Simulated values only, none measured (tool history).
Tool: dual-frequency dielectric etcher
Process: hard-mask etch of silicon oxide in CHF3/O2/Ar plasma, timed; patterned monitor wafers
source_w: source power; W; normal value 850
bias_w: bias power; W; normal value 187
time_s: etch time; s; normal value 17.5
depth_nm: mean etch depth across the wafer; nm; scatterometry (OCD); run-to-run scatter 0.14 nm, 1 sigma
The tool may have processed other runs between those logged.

| run | day | source_w | bias_w | time_s | read-back reference wafer on the same gauge, depth_nm | depth_nm |
|---|---|---|---|---|---|---|
| 1 | 0.000 | 850 | 187 | 17.5 | 49.87 | 43.36 |
| 2 | 2.550 | 850 | 187 | 17.5 | 49.88 | 43.49 |
| 3 | 4.833 | 850 | 187 | 17.5 | 49.92 | 43.64 |
| 4 | 6.079 | 850 | 187 | 17.5 | 49.88 | 43.54 |
| 5 | 8.388 | 850 | 187 | 17.5 | 49.92 | 43.43 |
|  | 10.879 | source power generator calibrated |
|  | 11.729 | upper electrode replaced |
| 6 | 11.750 | 850 | 187 | 17.5 | 49.94 | 43.21 |
| 7 | 12.967 | 850 | 187 | 17.5 | 49.92 | 43.13 |
| 8 | 14.317 | 680 | 201 | 17.5 | 49.91 | 40.88 |
|  | 14.829 | bias power generator calibrated |
| 9 | 16.746 | 760 | 187 | 17.5 | 49.86 | 41.05 |
|  | 18.154 | gauge calibrated |
|  | 20.317 | wet clean of the chamber |
| 10 | 20.338 | 970 | 157 | 15.5 | 49.94 | 37.99 |
| 11 | 20.983 | 850 | 187 | 17.5 | 49.91 | 43.68 |
| 12 | 22.058 | 850 | 187 | 17.5 | 49.94 | 43.91 |
| 13 | 24.892 | 1050 | 157 | 20.0 | 49.88 | 50.55 |
| 14 | 25.962 | 1020 | 187 | 17.5 | 49.86 | 46.92 |
| 15 | 27.333 | 1050 | 187 | 17.5 | 49.91 | 47.23 |

List, for all runs, the conditions of the tool that the log does not record:
source power that arrives over what is set, %: 0 across all the runs
bias power that arrives over what is set, %: 0 across all the runs
gauge reads high (%): 0 across all the runs
H1: etch rate over this chamber's usual, %
| run | H1 |
|---|---|
| 1 | -0.549 |
| 2 | -0.71 |
| 3 | -0.855 |
| 4 | -0.934 |
| 5 | -1.08 |
| 6 | -1.29 |
| 7 | -1.37 |
| 8 | -1.46 |
| 9 | -1.61 |
| 10 | 0.322 |
| 11 | 0.281 |
| 12 | 0.213 |
| 13 | 0.0332 |
| 14 | -0.0348 |
| 15 | -0.122 |
